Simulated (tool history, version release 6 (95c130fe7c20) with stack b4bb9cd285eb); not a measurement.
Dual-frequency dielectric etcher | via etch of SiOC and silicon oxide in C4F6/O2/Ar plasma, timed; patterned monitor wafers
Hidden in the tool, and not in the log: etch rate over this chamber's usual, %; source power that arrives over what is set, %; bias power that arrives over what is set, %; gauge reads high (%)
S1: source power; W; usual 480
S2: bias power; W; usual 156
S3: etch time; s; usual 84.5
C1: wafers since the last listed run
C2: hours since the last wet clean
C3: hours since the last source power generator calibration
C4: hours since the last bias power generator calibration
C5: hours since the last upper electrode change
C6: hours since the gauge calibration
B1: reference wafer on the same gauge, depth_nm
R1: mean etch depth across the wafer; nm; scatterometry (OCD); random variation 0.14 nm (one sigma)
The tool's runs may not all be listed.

run,hour,S1,S2,S3,C1,C2,C3,C4,C5,C6,B1,R1
1,0,480,156,103,0,205.2,1368.1,2730.2,1809.3,587.8,84.8,112.7
# hour 5.8: gauge calibrated
2,16,480,156,103,207,221.2,1384.1,2746.2,1825.3,10.2,84.8,112.3
3,27.6,560,156,84.5,150,232.8,1395.7,2757.8,1836.9,21.8,84.8,97.5
4,38,560,156,84.5,134,243.2,1406.1,2768.2,1847.3,32.2,84.8,97.9
# hour 67.4: upper electrode replaced
5,67.9,560,156,84.5,76,273.1,1436,2798.1,0.5,62.1,84.8,97.8
6,68.3,480,156,84.5,5,273.5,1436.4,2798.5,0.9,62.5,84.8,92
7,81,480,156,84.5,164,286.2,1449.1,2811.2,13.6,75.2,84.8,92
8,97.2,480,156,84.5,209,302.4,1465.3,2827.4,29.8,91.4,84.8,92
9,107.5,480,156,84.5,133,312.7,1475.6,2837.7,40.1,101.7,84.8,91.7
10,121.1,480,156,84.5,176,326.3,1489.2,2851.3,53.7,115.3,84.8,91.5
# hour 132.5: source power generator calibrated
11,133,480,156,84.5,102,338.2,0.5,2863.2,65.6,127.2,84.8,93.1
12,147,480,156,84.5,181,352.2,14.5,2877.2,79.6,141.2,84.8,92.9
13,153.8,480,156,84.5,88,359,21.3,2884,86.4,148,84.8,93
# hour 163.8: bias power generator calibrated
14,164.3,420,130,84.5,84,369.5,31.8,0.5,96.9,158.5,84.8,83.5
15,179,390,135,109.5,190,384.2,46.5,15.2,111.6,173.2,84.8,106
16,195,480,156,106.5,207,400.2,62.5,31.2,127.6,189.2,84.8,117.1
17,206.6,480,156,84.5,150,411.8,74.1,42.8,139.2,200.8,84.8,93.2
18,216.3,480,135,102.5,125,421.5,83.8,52.5,148.9,210.5,84.8,107.7
19,227.1,540,156,84.5,139,432.3,94.6,63.3,159.7,221.3,84.8,97.2
20,244.3,480,156,84.5,222,449.5,111.8,80.5,176.9,238.5,84.8,92.6
# hour 268.7: wet clean of the chamber
21,269.2,480,156,96.5,11,0.5,136.7,105.4,201.8,263.4,84.8,107.2
22,269.5,370,128,84.5,3,0.8,137,105.7,202.1,263.7,84.8,79.9
23,279.8,520,167,95.5,133,11.1,147.3,116,212.4,274,84.8,111.6
24,289.6,480,145,76.5,126,20.9,157.1,125.8,222.2,283.8,84.8,83
25,297.3,580,180,72,99,28.6,164.8,133.5,229.9,291.5,84.8,90
26,337.2,480,145,106.5,516,68.5,204.7,173.4,269.8,331.4,84.8,115.1
27,344.6,400,134,78,95,75.9,212.1,180.8,277.2,338.8,84.8,76.7
28,351.1,480,156,84.5,84,82.4,218.6,187.3,283.7,345.3,84.8,93.7
29,366.9,600,188,94.5,204,98.2,234.4,203.1,299.5,361.1,84.8,121.1
30,380.6,580,156,84.5,177,111.9,248.1,216.8,313.2,374.8,84.8,100.7
31,387.3,480,156,84.5,86,118.6,254.8,223.5,319.9,381.5,84.8,93.5

Hidden state or all else? Some run-to-run changes of R1, split into what the settings, what came in and random variation would give without the hidden state, and what is left for the hidden state (with any gauge scatter that isn't in both results):
Run 10 -> 11: source power generator calibrated. R1 +1.6 nm: hidden state +1.3, all else +0.3.
Run 16 -> 17: S3 106.5 -> 84.5. R1 -23.9 nm: hidden state +0.4, all else -24.3.
Run 20 -> 21: S3 84.5 -> 96.5, wet clean of the chamber. R1 +14.6 nm: hidden state +1.1, all else +13.5.
Run 22 -> 23: S1 370 -> 520, S2 128 -> 167, S3 84.5 -> 95.5. R1 +31.7 nm: hidden state -0.2, all else +31.9.
Run 23 -> 24: S1 520 -> 480, S2 167 -> 145, S3 95.5 -> 76.5. R1 -28.6 nm: hidden state +0.2, all else -28.8.
Run 26 -> 27: S1 480 -> 400, S2 145 -> 134, S3 106.5 -> 78. R1 -38.4 nm: hidden state +0.2, all else -38.6.

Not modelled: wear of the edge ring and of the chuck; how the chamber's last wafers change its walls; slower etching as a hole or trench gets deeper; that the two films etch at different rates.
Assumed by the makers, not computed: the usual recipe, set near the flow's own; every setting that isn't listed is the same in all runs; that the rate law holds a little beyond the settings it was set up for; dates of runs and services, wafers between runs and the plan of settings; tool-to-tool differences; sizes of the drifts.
